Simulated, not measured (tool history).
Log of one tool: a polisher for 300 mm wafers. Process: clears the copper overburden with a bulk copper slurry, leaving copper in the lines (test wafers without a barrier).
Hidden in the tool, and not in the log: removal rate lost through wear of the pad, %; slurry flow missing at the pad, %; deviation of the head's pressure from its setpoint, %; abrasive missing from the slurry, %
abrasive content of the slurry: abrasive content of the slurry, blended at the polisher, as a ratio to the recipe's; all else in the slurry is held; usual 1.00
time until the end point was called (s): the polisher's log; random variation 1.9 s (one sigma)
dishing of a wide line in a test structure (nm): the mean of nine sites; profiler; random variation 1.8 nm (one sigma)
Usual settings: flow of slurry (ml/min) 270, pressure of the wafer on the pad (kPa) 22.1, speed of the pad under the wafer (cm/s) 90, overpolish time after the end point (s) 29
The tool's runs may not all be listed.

| run | hour | flow of slurry (ml/min) | pressure of the wafer on the pad (kPa) | speed of the pad under the wafer (cm/s) | abrasive content of the slurry | overpolish time after the end point (s) | wafers since the last listed run | wafers polished on this pad | hours since the slurry nozzle was cleaned | hours since the head pressure was calibrated | hours since the slurry blender was calibrated | incoming thickness of the incoming film, nm | time until the end point was called (s) | dishing of a wide line in a test structure (nm) |
|---|---|---|---|---|---|---|---|---|---|---|---|---|---|---|
| 1 | 0.0 | 270 | 22.1 | 90 | 1.00 | 29 | 0 | 718 | 66.1 | 894.6 | 81.1 | 1141.2 | 129.4 | 90.4 |
| 2 | 33.4 | 270 | 22.1 | 90 | 1.00 | 29 | 142 | 860 | 99.5 | 928.0 | 114.5 | 1137.4 | 132.7 | 86.9 |
| 3 | 66.4 | 335 | 22.1 | 90 | 1.00 | 29 | 140 | 1001 | 132.5 | 961.0 | 147.5 | 1126.6 | 127.6 | 89.8 |
| 4 | 81.1 | 270 | 22.1 | 90 | 1.00 | 29 | 62 | 1064 | 147.2 | 975.7 | 162.2 | 1146.7 | 134.9 | 87.7 |
| 5 | 107.6 | 270 | 22.1 | 90 | 1.00 | 29 | 113 | 1177 | 173.7 | 1002.2 | 188.7 | 1132.3 | 129.4 | 89.2 |
|  | 124.5 | slurry blender recalibrated |
| 6 | 137.9 | 270 | 22.1 | 90 | 1.00 | 29 | 120 | 1298 | 204.0 | 1032.5 | 13.4 | 1145.6 | 130.4 | 87.2 |
|  | 158.4 | worn pad replaced by a new one |
| 7 | 158.9 | 270 | 22.1 | 90 | 1.00 | 29 | 72 | 2 | 225.0 | 1053.5 | 34.4 | 1145.1 | 135.6 | 84.3 |
| 8 | 174.1 | 270 | 22.1 | 90 | 1.00 | 29 | 64 | 67 | 240.2 | 1068.7 | 49.6 | 1147.5 | 138.0 | 89.3 |
| 9 | 190.8 | 270 | 22.1 | 90 | 1.00 | 29 | 71 | 138 | 256.9 | 1085.4 | 66.3 | 1136.5 | 142.1 | 84.7 |
|  | 200.4 | slurry nozzle cleaned |
| 10 | 223.9 | 270 | 22.1 | 90 | 1.00 | 29 | 137 | 275 | 23.5 | 1118.5 | 99.4 | 1160.4 | 145.8 | 87.2 |
| 11 | 248.9 | 360 | 22.1 | 90 | 0.75 | 29 | 106 | 382 | 48.5 | 1143.5 | 124.4 | 1134.6 | 145.5 | 87.0 |
|  | 281.1 | worn pad replaced by a new one, repeated, since the last time left the tool worse |
| 12 | 281.6 | 270 | 22.1 | 90 | 1.00 | 29 | 122 | 1 | 81.2 | 1176.2 | 157.1 | 1121.7 | 119.9 | 90.7 |
| 13 | 303.1 | 270 | 18.6 | 90 | 1.00 | 13 | 91 | 93 | 102.7 | 1197.7 | 178.6 | 1141.8 | 141.0 | 58.5 |
| 14 | 335.2 | 270 | 22.1 | 90 | 1.30 | 29 | 137 | 230 | 134.8 | 1229.8 | 210.7 | 1139.9 | 116.6 | 90.7 |
|  | 342.1 | slurry blender recalibrated |
| 15 | 358.3 | 270 | 22.1 | 90 | 0.80 | 29 | 90 | 320 | 157.9 | 1252.9 | 16.2 | 1144.1 | 139.0 | 85.8 |
| 16 | 390.7 | 270 | 19.3 | 116 | 0.90 | 29 | 138 | 459 | 190.3 | 1285.3 | 48.6 | 1145.9 | 115.0 | 89.3 |
| 17 | 410.3 | 220 | 24.1 | 90 | 0.85 | 13 | 83 | 542 | 209.9 | 1304.9 | 68.2 | 1165.4 | 130.4 | 64.8 |
|  | 428.7 | head pressure recalibrated |
| 18 | 443.8 | 270 | 16.5 | 64 | 1.00 | 29 | 134 | 677 | 243.4 | 15.1 | 101.7 | 1149.2 | 223.0 | 71.1 |
|  | 449.1 | slurry nozzle cleaned |
| 19 | 477.4 | 365 | 22.1 | 116 | 1.00 | 36 | 139 | 816 | 28.3 | 48.7 | 135.3 | 1142.0 | 95.6 | 96.7 |
| 20 | 490.1 | 270 | 22.1 | 90 | 1.00 | 29 | 54 | 870 | 41.0 | 61.4 | 148.0 | 1142.6 | 129.5 | 84.7 |
| 21 | 506.1 | 330 | 22.1 | 66 | 1.00 | 29 | 68 | 939 | 57.0 | 77.4 | 164.0 | 1134.9 | 170.4 | 82.9 |
|  | 516.4 | slurry blender recalibrated |
| 22 | 525.2 | 270 | 22.1 | 90 | 1.00 | 29 | 73 | 1012 | 76.1 | 96.5 | 8.8 | 1147.9 | 130.8 | 83.6 |
| 23 | 623.3 | 310 | 22.1 | 90 | 1.00 | 29 | 418 | 1431 | 174.2 | 194.6 | 106.9 | 1137.8 | 127.9 | 85.8 |
| 24 | 643.2 | 270 | 22.1 | 90 | 1.10 | 29 | 84 | 1515 | 194.1 | 214.5 | 126.8 | 1113.8 | 123.6 | 87.1 |
|  | 653.9 | worn pad replaced by a new one |
| 25 | 656.3 | 270 | 22.1 | 90 | 1.00 | 36 | 38 | 10 | 207.2 | 227.6 | 139.9 | 1131.7 | 122.1 | 91.2 |
| 26 | 690.7 | 270 | 22.1 | 102 | 1.25 | 39 | 146 | 157 | 241.6 | 262.0 | 174.3 | 1137.2 | 104.3 | 97.5 |
|  | 693.5 | slurry nozzle cleaned |
| 27 | 703.9 | 270 | 22.1 | 90 | 1.00 | 29 | 52 | 209 | 10.4 | 275.2 | 187.5 | 1147.9 | 125.3 | 89.2 |

Some steps in time until the end point was called (s) between neighbouring runs. How much of each would the tool show without its hidden state too (settings, what came in, random variation), and how much is left for the hidden state, with any gauge scatter that isn't in both results?
Run 11 -> 12: flow of slurry (ml/min) 360 -> 270, abrasive content of the slurry 0.75 -> 1.00, worn pad replaced by a new one, repeated, since the last time left the tool worse. time until the end point was called (s) -25.6: hidden state -21.5, all else -4.1.
Run 17 -> 18: flow of slurry (ml/min) 220 -> 270, pressure of the wafer on the pad (kPa) 24.1 -> 16.5, speed of the pad under the wafer (cm/s) 90 -> 64, abrasive content of the slurry 0.85 -> 1.00, overpolish time after the end point (s) 13 -> 29, head pressure recalibrated. time until the end point was called (s) +92.6: hidden state +5.3, all else +87.3.
Run 18 -> 19: flow of slurry (ml/min) 270 -> 365, pressure of the wafer on the pad (kPa) 16.5 -> 22.1, speed of the pad under the wafer (cm/s) 64 -> 116, overpolish time after the end point (s) 29 -> 36, slurry nozzle cleaned. time until the end point was called (s) -127.4: hidden state -6.0, all else -121.4.
Run 24 -> 25: abrasive content of the slurry 1.10 -> 1.00, overpolish time after the end point (s) 29 -> 36, worn pad replaced by a new one. time until the end point was called (s) -1.5: hidden state -7.5, all else +6.0.

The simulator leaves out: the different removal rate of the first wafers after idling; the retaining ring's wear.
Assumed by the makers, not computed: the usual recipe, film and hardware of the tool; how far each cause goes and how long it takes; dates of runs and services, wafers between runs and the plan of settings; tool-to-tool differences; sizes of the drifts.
